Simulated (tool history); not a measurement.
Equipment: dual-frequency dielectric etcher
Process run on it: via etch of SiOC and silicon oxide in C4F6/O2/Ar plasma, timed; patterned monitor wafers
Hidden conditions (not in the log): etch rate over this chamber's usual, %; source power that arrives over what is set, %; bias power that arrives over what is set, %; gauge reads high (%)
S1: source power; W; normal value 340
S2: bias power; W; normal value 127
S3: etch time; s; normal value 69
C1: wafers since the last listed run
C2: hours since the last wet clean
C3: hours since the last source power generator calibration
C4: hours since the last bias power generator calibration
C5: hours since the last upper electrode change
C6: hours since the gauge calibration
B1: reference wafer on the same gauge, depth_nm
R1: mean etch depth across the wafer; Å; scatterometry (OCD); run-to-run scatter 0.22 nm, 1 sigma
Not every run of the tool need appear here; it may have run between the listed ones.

run,hour,S1,S2,S3,C1,C2,C3,C4,C5,C6,B1,R1
1,0,340,138,62.5,0,485.3,1822.8,1245.7,4699.6,68.9,60.5,515
2,6.1,340,138,62.5,87,491.4,1828.9,1251.8,4705.7,75,60.4,514
3,48,340,127,69,604,533.3,1870.8,1293.7,4747.6,116.9,60.5,553
4,55.9,340,127,69,113,541.2,1878.7,1301.6,4755.5,124.8,60.5,548
# hour 92: upper electrode replaced
# hour 104.1: wet clean of the chamber
5,104.6,340,127,69,182,0.5,1927.4,1350.3,12.6,173.5,60.5,580
6,104.9,340,127,78.5,4,0.8,1927.7,1350.6,12.9,173.8,60.5,659
7,105.3,340,151,69,5,1.2,1928.1,1351,13.3,174.2,60.5,608
# hour 114.5: bias power generator calibrated
8,115,340,151,69,82,10.9,1937.8,0.5,23,183.9,60.5,614
# hour 121.6: source power generator calibrated
9,124.6,420,127,86.5,80,20.5,3,10.1,32.6,193.5,60.5,787
10,138.2,290,116,85.5,196,34.1,16.6,23.7,46.2,207.1,60.5,655
11,148.2,340,116,69,144,44.1,26.6,33.7,56.2,217.1,60.5,560
# hour 161.3: gauge calibrated
12,163.3,340,127,69,217,59.2,41.7,48.8,71.3,2,60.5,579
13,171.6,370,99,78,119,67.5,50,57.1,79.6,10.3,60.5,630
14,185.9,370,102,54.5,206,81.8,64.3,71.4,93.9,24.6,60.5,443
15,193.6,340,127,69,111,89.5,72,79.1,101.6,32.3,60.5,573
16,211.2,370,117,51.5,253,107.1,89.6,96.7,119.2,49.9,60.5,434

Results for each run, recomputed without the tool's hidden state and with each run's random variation untouched:
run,R1
1,536
2,535
3,578
4,574
5,579
6,657
7,607
8,613
9,787
10,655
11,561
12,581
13,632
14,445
15,576
16,437
